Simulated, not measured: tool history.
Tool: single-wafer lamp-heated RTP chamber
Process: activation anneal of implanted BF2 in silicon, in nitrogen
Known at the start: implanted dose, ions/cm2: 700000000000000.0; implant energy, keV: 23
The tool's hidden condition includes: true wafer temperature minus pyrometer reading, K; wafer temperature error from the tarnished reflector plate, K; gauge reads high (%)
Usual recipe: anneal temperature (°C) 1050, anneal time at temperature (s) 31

| run | hour | anneal temperature (°C) | anneal time at temperature (s) | wafers since the last listed run | wafers since the last pyrometer calibration | wafers since the reflector plate was cleaned | hours since the gauge calibration | read-back reference wafer on the same gauge, sheet resistance | sheet resistance of the implanted and annealed layer (ohm/square) |
|---|---|---|---|---|---|---|---|---|---|
| 1 | 0 | 1050 | 31 | 0 | 827 | 791 | 1289.1 | 209.23 | 174.42 |
| 2 | 62 | 1050 | 31 | 738 | 1566 | 1530 | 1351.1 | 209.05 | 173.79 |
| 3 | 264.6 | 1050 | 31 | 2413 | 3980 | 3943 | 1553.7 | 209.08 | 171.65 |
| 4 | 313.3 | 1029 | 31 | 580 | 4560 | 4524 | 1602.4 | 208.76 | 177.51 |
| 5 | 365.8 | 1029 | 31 | 625 | 5185 | 5149 | 1654.9 | 209.18 | 176.04 |
|  | 402.6 | pyrometer window cleaned and pyrometer calibrated |
| 6 | 403.1 | 1034 | 31 | 349 | 5 | 5498 | 1692.2 | 209.01 | 177.9 |
| 7 | 439.6 | 1034 | 31 | 434 | 440 | 5933 | 1728.7 | 209.04 | 177.56 |
| 8 | 478.8 | 1063 | 31 | 467 | 907 | 6400 | 1767.9 | 208.79 | 169.49 |
| 9 | 541 | 1063 | 31 | 741 | 1648 | 7141 | 1830.1 | 209.24 | 170.28 |
| 10 | 600.4 | 1063 | 31 | 707 | 2356 | 7849 | 1889.5 | 208.74 | 169.8 |
| 11 | 646.6 | 1060 | 31 | 550 | 2906 | 8400 | 1935.7 | 209.04 | 169.04 |
| 12 | 718.1 | 1060 | 31 | 851 | 3758 | 9252 | 2007.2 | 208.85 | 169 |
|  | 736.6 | reflector plate cleaned |
| 13 | 773.9 | 1060 | 31 | 569 | 4328 | 444 | 2063 | 208.92 | 170.12 |
| 14 | 799 | 1050 | 31 | 299 | 4627 | 743 | 2088.1 | 208.98 | 171.23 |
|  | 811 | pyrometer window cleaned and pyrometer calibrated |
| 15 | 859.4 | 1069 | 18 | 624 | 576 | 1368 | 2148.5 | 208.66 | 174.05 |
| 16 | 915.7 | 1027 | 31 | 670 | 1247 | 2039 | 2204.8 | 208.84 | 181.38 |
|  | 930.9 | gauge calibrated |
| 17 | 946.2 | 1050 | 31 | 363 | 1611 | 2402 | 15.3 | 209.21 | 174.49 |
| 18 | 993.2 | 1050 | 31 | 560 | 2171 | 2962 | 62.3 | 209.01 | 172.56 |
| 19 | 1035.1 | 1050 | 31 | 499 | 2670 | 3461 | 104.2 | 208.78 | 173.29 |
| 20 | 1095.8 | 1034 | 31 | 723 | 3393 | 4184 | 164.9 | 208.84 | 176.93 |
| 21 | 1134.9 | 1066 | 47 | 465 | 3859 | 4650 | 204 | 208.93 | 164.88 |
| 22 | 1163.9 | 1027 | 19 | 345 | 4204 | 4996 | 233 | 209.27 | 182.47 |
| 23 | 1206.2 | 1050 | 20 | 504 | 4708 | 5500 | 275.3 | 208.95 | 174.45 |
| 24 | 1246.5 | 1050 | 31 | 480 | 5189 | 5980 | 315.6 | 209.03 | 170.82 |
| 25 | 1277.4 | 1050 | 37 | 368 | 5557 | 6348 | 346.5 | 209.26 | 168.08 |
|  | 1291.7 | pyrometer window cleaned and pyrometer calibrated |
| 26 | 1321.4 | 1050 | 31 | 428 | 353 | 6777 | 390.5 | 208.98 | 173.01 |
|  | 1479.1 | reflector plate cleaned |
| 27 | 1531.1 | 1022 | 38 | 2403 | 2757 | 619 | 600.2 | 209 | 179.26 |
| 28 | 1559 | 1064 | 46 | 332 | 3089 | 952 | 628.1 | 209.17 | 166.6 |
| 29 | 1624.3 | 1031 | 21 | 778 | 3867 | 1730 | 693.4 | 208.91 | 181.21 |
| 30 | 1698.8 | 1033 | 47 | 887 | 4755 | 2618 | 767.9 | 209.12 | 171.11 |
| 31 | 1729.5 | 1042 | 31 | 365 | 5121 | 2983 | 798.6 | 209 | 172.94 |
|  | 1757.1 | pyrometer window cleaned and pyrometer calibrated |
| 32 | 1763.1 | 1060 | 38 | 305 | 71 | 3288 | 832.2 | 209.01 | 169.53 |
| 33 | 1813.3 | 1068 | 37 | 598 | 669 | 3886 | 882.4 | 209.19 | 168.39 |
| 34 | 1837.7 | 1076 | 31 | 290 | 960 | 4177 | 906.8 | 208.87 | 167.68 |
| 35 | 1871.1 | 1038 | 19 | 397 | 1358 | 4575 | 940.2 | 208.99 | 181.98 |
| 36 | 1900.3 | 1050 | 31 | 347 | 1706 | 4923 | 969.4 | 208.95 | 173.21 |

What if the next run were any one of these 4? Each begins from the tool's condition after run 36:
| A | 1900.7 | 1050 | 31 | 4 | 1710 | 4928 | 969.8 | ? | ? |
| B | 1900.7 | 1050 | 48 | 4 | 1710 | 4928 | 969.8 | ? | ? |
| C | 1900.7 | 1050 | 40 | 4 | 1710 | 4928 | 969.8 | ? | ? |
| D | 1900.7 | 1073 | 13 | 4 | 1710 | 4928 | 969.8 | ? | ? |

| run | read-back reference wafer on the same gauge, sheet resistance | sheet resistance of the implanted and annealed layer (ohm/square) |
|---|---|---|
| A | 208.66 | 172.93 |
| B | 208.66 | 168.85 |
| C | 208.66 | 170.59 |
| D | 208.66 | 175.04 |
Had the tool no hidden state, the same runs would have come out as:
| run | sheet resistance of the implanted and annealed layer (ohm/square) |
|---|---|
| A | 174.83 |
| B | 170.49 |
| C | 172.35 |
| D | 176.5 |
